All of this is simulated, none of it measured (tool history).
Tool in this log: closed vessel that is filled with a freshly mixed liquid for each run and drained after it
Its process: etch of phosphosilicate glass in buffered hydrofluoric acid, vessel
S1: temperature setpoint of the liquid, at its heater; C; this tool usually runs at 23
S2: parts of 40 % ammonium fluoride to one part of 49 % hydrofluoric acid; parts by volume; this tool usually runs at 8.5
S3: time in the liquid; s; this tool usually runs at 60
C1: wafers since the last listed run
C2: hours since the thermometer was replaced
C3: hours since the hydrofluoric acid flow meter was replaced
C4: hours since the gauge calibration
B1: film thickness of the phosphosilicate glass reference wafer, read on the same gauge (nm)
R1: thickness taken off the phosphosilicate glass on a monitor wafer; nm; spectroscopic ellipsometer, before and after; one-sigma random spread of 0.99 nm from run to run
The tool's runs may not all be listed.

run   hour    S1    S2  S3    C1      C2      C3     C4     B1      R1
  1      0    23   8.5  60     0    1910  1932.8  269.1     50  252.48
  2    9.7    23   8.5  60   769  1919.7  1942.5  278.8  49.98   252.7
  3     55    23   8.5  60  3595    1965  1987.8  324.1  50.01  253.35
  4  105.6  19.5   6.5  60  4016  2015.6  2038.4  374.7  50.01  266.99
  5  116.1  19.5   6.5  60   833  2026.1  2048.9  385.2     50  268.75
  6  125.1  19.5   6.5  60   714  2035.1  2057.9  394.2  50.02  268.51
  7  136.3    23   8.5  60   888  2046.3  2069.1  405.4  50.01  251.41
  8  145.8    23   8.5  60   754  2055.8  2078.6  414.9  49.98  251.93
     152.2  -- gauge calibrated
  9  159.5    23   8.5  60  1087  2069.5  2092.3    7.3     50  251.11
 10  168.7    23   7.5  60   730  2078.7  2101.5   16.5     50  276.81
     175.2  -- thermometer replaced
 11  178.8    23   7.5  60   722     3.6  2111.6   26.6  50.01  277.32
 12  194.6    23   8.5  60  1254    19.4  2127.4   42.4  50.01  251.42
     204.2  -- hydrofluoric acid flow meter replaced
 13  211.4    23   5.5  60  1254    36.2     7.2   59.2  50.01  424.71
 14  224.7    23   8.5  60  1055    49.5    20.5   72.5  50.01  278.55
 15  240.3    26   8.5  35  1238    65.1    36.1   88.1  49.99  191.76
 16  255.3    28   7.5  75  1190    80.1    51.1  103.1     50  522.95
 17  273.8    23   7.5  30  1468    98.6    69.6  121.6     50  159.93
 18  282.4    23   8.5  50   682   107.2    78.2  130.2  50.01  232.44
 19  292.5  18.5   5.5  60   801   117.3    88.3  140.3  49.98  329.55
 20  309.3    21  10.5  60  1333   134.1   105.1  157.1  50.01   209.1
 21  323.2  25.5   5.5  75  1103     148     119    171  49.99  602.42
 22  334.5    23   8.5  60   896   159.3   130.3  182.3  50.01  277.04
 23  350.7    23  10.5  60  1285   175.5   146.5  198.5     50  233.19

Some steps in R1 between neighbouring runs. How much of each would the tool show without its hidden state too (settings, what came in, random variation), and how much is left for the hidden state, with any gauge scatter that isn't in both results?
What the log doesn't record here: liquid hotter than its thermometer reads (K); hydrofluoric acid flow below the setpoint (%); gauge reads high (%).
Run 9 -> 10: S2 8.5 -> 7.5. R1 +25.7 nm: hidden state -14.7, all else +40.4.
Run 12 -> 13: S2 8.5 -> 5.5, hydrofluoric acid flow meter replaced. R1 +173.29 nm: hidden state +29.21, all else +144.08.
Run 16 -> 17: S1 28 -> 23, S3 75 -> 30. R1 -363.02 nm: hidden state +2.06, all else -365.08.
Run 20 -> 21: S1 21 -> 25.5, S2 10.5 -> 5.5, S3 60 -> 75. R1 +393.32 nm: hidden state -3.18, all else +396.5.
